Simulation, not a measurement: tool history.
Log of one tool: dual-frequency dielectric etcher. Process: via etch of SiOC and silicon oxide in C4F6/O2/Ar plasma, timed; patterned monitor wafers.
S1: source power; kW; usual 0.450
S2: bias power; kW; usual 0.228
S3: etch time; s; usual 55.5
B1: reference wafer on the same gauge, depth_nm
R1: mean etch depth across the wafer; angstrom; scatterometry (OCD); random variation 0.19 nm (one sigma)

run     day     S1     S2    S3    B1   R1
  1   0.000  0.450  0.228  49.0  59.5  607
  2   1.271  0.450  0.228  49.0  59.5  605
  3   6.058  0.450  0.228  49.0  59.5  611
  4   9.888  0.450  0.228  55.5  59.5  698
  5  11.488  0.450  0.228  55.5  59.5  698
  6  12.992  0.450  0.228  55.5  59.4  702
  7  15.867  0.450  0.228  55.5  59.5  703
     17.792  -- bias power generator calibrated
  8  17.875  0.450  0.228  67.0  59.6  856
     21.342  -- wet clean of the chamber
  9  22.796  0.450  0.228  67.0  59.5  826
 10  24.267  0.450  0.228  67.0  59.6  825
 11  26.238  0.450  0.228  55.5  59.5  684
     27.417  -- gauge calibrated
 12  27.988  0.450  0.228  55.5  59.5  688
 13  29.812  0.450  0.228  69.0  59.5  859
 14  31.004  0.450  0.228  68.0  59.5  845
 15  33.025  0.410  0.182  55.5  59.5  636
     34.704  -- upper electrode replaced
 16  35.225  0.450  0.228  55.5  59.5  696
 17  36.342  0.500  0.268  60.5  59.5  818
 18  38.308  0.450  0.228  49.0  59.5  617
 19  41.246  0.450  0.228  55.5  59.4  700
     42.296  -- source power generator calibrated
 20  43.958  0.450  0.249  60.0  59.5  779
     47.317  -- wet clean of the chamber
 21  47.338  0.450  0.228  55.5  59.5  686
 22  49.704  0.520  0.228  68.0  59.5  876
 23  51.592  0.340  0.208  45.5  59.5  516
 24  52.925  0.540  0.228  64.0  59.5  838

5 ways to go on from here, each from the tool as it stands after run 24. What would each give?
  A  52.942  0.450  0.228  55.5   ?   ?
  B  52.942  0.450  0.254  62.0   ?   ?
  C  52.942  0.360  0.203  48.0   ?   ?
  D  52.942  0.450  0.246  55.5   ?   ?
  E  52.942  0.450  0.228  41.0   ?   ?

run    B1   R1
  A  59.5  687
  B  59.5  792
  C  59.5  544
  D  59.5  702
  E  59.5  508
Without the tool's hidden state the same runs would have given:
run   R1
  A  680
  B  784
  C  538
  D  695
  E  502
